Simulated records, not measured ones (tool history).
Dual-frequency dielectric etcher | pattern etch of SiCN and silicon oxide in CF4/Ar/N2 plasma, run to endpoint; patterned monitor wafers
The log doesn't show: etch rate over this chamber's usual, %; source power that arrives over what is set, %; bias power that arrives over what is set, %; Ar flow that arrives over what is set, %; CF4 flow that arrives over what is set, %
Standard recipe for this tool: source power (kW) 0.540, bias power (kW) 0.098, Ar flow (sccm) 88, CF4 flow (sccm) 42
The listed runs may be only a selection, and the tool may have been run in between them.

run     day  source power (kW)  bias power (kW)  Ar flow (sccm)  CF4 flow (sccm)  wafers since the last listed run  hours since the last wet clean  hours since the last source power generator calibration  hours since the last bias power generator calibration  hours since the last Ar flow controller change  hours since the last CF4 flow controller change  hours since the last upper electrode change  incoming incoming film thickness, nm  endpoint time (s)
  1   0.000              0.540            0.098              96               40                                 0                            94.4                                                   3302.2                                                 2625.5                                          5853.9                                           1731.3                                       3373.4                                 10.32                9.3
  2   1.308              0.540            0.098              96               40                               519                           125.8                                                   3333.6                                                 2656.9                                          5885.3                                           1762.7                                       3404.8                                 10.28                9.1
  3   2.383              0.540            0.098              96               40                               426                           151.6                                                   3359.4                                                 2682.7                                          5911.1                                           1788.5                                       3430.6                                 10.33                9.1
  4   3.821              0.540            0.098              88               42                               570                           186.1                                                   3393.9                                                 2717.2                                          5945.6                                           1823.0                                       3465.1                                 10.34                9.0
      4.638  -- source power generator calibrated
  5   4.658              0.540            0.098              88               42                               266                           206.2                                                      0.5                                                 2737.3                                          5965.7                                           1843.1                                       3485.2                                 10.27                8.8
  6   6.079              0.540            0.098              88               34                               564                           240.3                                                     34.6                                                 2771.4                                          5999.8                                           1877.2                                       3519.3                                 10.29                9.0
  7   7.338              0.540            0.098              88               34                               499                           270.5                                                     64.8                                                 2801.6                                          6030.0                                           1907.4                                       3549.5                                 10.38                9.1
  8   8.625              0.540            0.098              88               42                               511                           301.4                                                     95.7                                                 2832.5                                          6060.9                                           1938.3                                       3580.4                                 10.33                8.6
      9.367  -- CF4 flow controller replaced
  9   9.754              0.540            0.098              88               42                               349                           328.5                                                    122.8                                                 2859.6                                          6088.0                                              9.3                                       3607.5                                 10.20                8.7
 10  10.988              0.540            0.098              99               49                               489                           358.1                                                    152.4                                                 2889.2                                          6117.6                                             38.9                                       3637.1                                 10.25                8.6
     12.162  -- wet clean of the chamber
 11  12.183              0.630            0.098              99               42                                77                             0.5                                                    181.1                                                 2917.9                                          6146.3                                             67.6                                       3665.8                                 10.26                7.8
 12  12.779              0.540            0.098              88               42                               236                            14.8                                                    195.4                                                 2932.2                                          6160.6                                             81.9                                       3680.1                                 10.20                9.0
     13.808  -- Ar flow controller replaced
 13  13.829              0.540            0.098              88               42                               317                            40.0                                                    220.6                                                 2957.4                                             0.5                                            107.1                                       3705.3                                 10.38                9.1
     14.962  -- bias power generator calibrated
 14  14.983              0.540            0.098              88               42                               392                            67.7                                                    248.3                                                    0.5                                            28.2                                            134.8                                       3733.0                                 10.31                9.1
 15  15.879              0.540            0.111              88               42                               355                            89.2                                                    269.8                                                   22.0                                            49.7                                            156.3                                       3754.5                                 10.38                8.7
 16  16.992              0.410            0.098              88               42                               441                           115.9                                                    296.5                                                   48.7                                            76.4                                            183.0                                       3781.2                                 10.30               12.2
     18.629  -- upper electrode replaced
 17  18.650              0.410            0.117              75               36                               261                           155.7                                                    336.3                                                   88.5                                           116.2                                            222.8                                          0.5                                 10.26               11.3
 18  18.667              0.650            0.098              88               42                                 6                           156.1                                                    336.7                                                   88.9                                           116.6                                            223.2                                          0.9                                 10.39                7.4
 19  19.250              0.540            0.098              88               33                               231                           170.1                                                    350.7                                                  102.9                                           130.6                                            237.2                                         14.9                                 10.26                9.2
 20  20.604              0.660            0.098              73               36                               537                           202.6                                                    383.2                                                  135.4                                           163.1                                            269.7                                         47.4                                 10.30                7.1
 21  21.767              0.540            0.098              88               42                               461                           230.5                                                    411.1                                                  163.3                                           191.0                                            297.6                                         75.3                                 10.33                8.9
 22  23.192              0.540            0.076              88               42                               565                           264.7                                                    445.3                                                  197.5                                           225.2                                            331.8                                        109.5                                 10.25                9.6
 23  23.696              0.540            0.098              88               42                               200                           276.8                                                    457.4                                                  209.6                                           237.3                                            343.9                                        121.6                                 10.30                8.8
 24  24.254              0.540            0.084              76               36                               221                           290.2                                                    470.8                                                  223.0                                           250.7                                            357.3                                        135.0                                 10.28                9.2
 25  25.725              0.410            0.115              78               33                               583                           325.5                                                    506.1                                                  258.3                                           286.0                                            392.6                                        170.3                                 10.32               11.5

Predict each of these 3 candidate next runs independently; none follows another, all start after run 25:
  A  25.742              0.540            0.098              88               42                                 6                           325.9                                                    506.5                                                  258.7                                           286.4                                            393.0                                        170.7                                 10.37                  ?
  B  25.742              0.540            0.082              88               42                                 6                           325.9                                                    506.5                                                  258.7                                           286.4                                            393.0                                        170.7                                 10.37                  ?
  C  25.742              0.540            0.098              88               47                                 6                           325.9                                                    506.5                                                  258.7                                           286.4                                            393.0                                        170.7                                 10.37                  ?

run  endpoint time (s)
  A                8.8
  B                9.4
  C                8.7
Take away the tool's hidden state, keep each run's random variation, and the runs would have read:
run  endpoint time (s)
  A                9.3
  B                9.9
  C                9.2
